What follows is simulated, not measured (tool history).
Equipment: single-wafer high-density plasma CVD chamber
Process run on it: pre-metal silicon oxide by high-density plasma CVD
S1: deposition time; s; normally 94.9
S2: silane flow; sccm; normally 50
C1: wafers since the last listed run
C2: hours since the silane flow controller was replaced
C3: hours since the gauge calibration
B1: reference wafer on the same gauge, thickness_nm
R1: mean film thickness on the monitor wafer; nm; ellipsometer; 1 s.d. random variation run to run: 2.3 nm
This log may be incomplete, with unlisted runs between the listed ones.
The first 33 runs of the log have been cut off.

run	hour	S1	S2	C1	C2	C3	B1	R1
34	1632.4	84.1	56	626	352.1	130.4	426.432	449.886
35	1692.0	82.5	42	826	411.7	190.0	426.054	329.274
36	1726.7	94.9	43	481	446.4	224.7	426.313	389.846
37	1799.9	94.9	55	1015	519.6	297.9	426.071	501.107
38	1834.1	94.9	50	474	553.8	332.1	426.345	454.724
39	1888.8	113.9	50	758	608.5	386.8	426.210	547.306
40	1919.6	94.9	50	427	639.3	417.6	426.387	454.793
41	1954.5	102.9	44	483	674.2	452.5	426.646	436.156
42	1985.9	99.7	50	435	705.6	483.9	425.531	473.692
43	2017.9	88.5	50	443	737.6	515.9	426.160	421.030
44	2056.6	94.9	56	536	776.3	554.6	425.665	510.628
45	2091.8	84.3	50	488	811.5	589.8	426.438	406.008

Here are 5 independent what-if runs from the current tool condition. What would each one return?
A	2092.2	94.9	45	5	811.9	590.2	?	?
B	2092.2	94.9	42	5	811.9	590.2	?	?
C	2092.2	108.9	50	5	811.9	590.2	?	?
D	2092.2	100.6	46	5	811.9	590.2	?	?
E	2092.2	106.2	47	5	811.9	590.2	?	?

run	B1	R1
A	426.385	410.644
B	426.385	383.267
C	426.385	523.581
D	426.385	444.982
E	426.385	479.964
Without the tool's hidden state the same runs would have given:
run	R1
A	409.296
B	382.010
C	521.863
D	443.522
E	478.389
